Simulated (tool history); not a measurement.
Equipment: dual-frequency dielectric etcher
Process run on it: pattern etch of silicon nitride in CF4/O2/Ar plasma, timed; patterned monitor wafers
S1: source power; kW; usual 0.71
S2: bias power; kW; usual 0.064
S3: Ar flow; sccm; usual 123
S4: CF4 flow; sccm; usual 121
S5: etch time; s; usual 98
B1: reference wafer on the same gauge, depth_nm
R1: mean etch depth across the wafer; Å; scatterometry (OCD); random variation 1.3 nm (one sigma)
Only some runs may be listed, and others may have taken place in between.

run	hour	S1	S2	S3	S4	S5	B1	R1
1	0	0.71	0.064	123	121	98	277.8	2873
2	43.7	0.71	0.064	123	121	98	278	2901
# hour 54.8: source power generator calibrated
# hour 211: bias power generator calibrated
3	233.3	0.71	0.064	123	121	98	278.1	2888
4	274.4	0.71	0.064	123	121	98	277.9	2886
# hour 323.3: wet clean of the chamber
5	327.3	0.58	0.075	132	121	98	277.9	2456
6	354.5	0.71	0.074	123	121	98	278.5	3081
# hour 397.4: gauge calibrated
7	425.5	0.85	0.064	123	102	82	278.1	2847
8	532	0.54	0.06	123	121	122.5	277.9	2586
9	575.3	0.85	0.064	123	102	82	277.9	2872
# hour 613.7: upper electrode replaced
10	623.7	0.71	0.064	123	121	98	278	2878
# hour 645: Ar flow controller replaced
11	682.7	0.71	0.064	123	121	98	277.9	2855
12	735.4	0.66	0.064	123	121	98	277.6	2676
13	761.5	0.71	0.064	123	94	98	277.9	2813
14	793.6	0.71	0.064	123	121	98	277.9	2869
15	821.2	0.55	0.064	123	103	98	278	2153
16	848.8	0.71	0.051	111	106	98	278.2	2619
# hour 888.9: wet clean of the chamber
17	892.3	0.57	0.071	114	121	98	277.9	2401
18	948.3	0.71	0.074	96	121	125.5	278.2	4092
19	974.4	0.71	0.064	123	121	98	277.7	2884
20	1010	0.82	0.064	134	121	98	278.1	3295
21	1063.7	0.71	0.064	95	121	98	278.2	2999
22	1106.8	0.71	0.064	123	121	98	277.9	2854

Below are 3 alternative next runs, each starting from the tool's condition after run 22. Predict each:
A	1107.2	0.54	0.064	123	121	98	?	?
B	1107.2	0.71	0.064	123	121	68.5	?	?
C	1107.2	0.71	0.064	100	121	69.5	?	?

run	B1	R1
A	277.8	2134
B	277.8	2006
C	277.8	2107
With no hidden state in the tool, these same runs would have given:
run	R1
A	2134
B	2006
C	2107
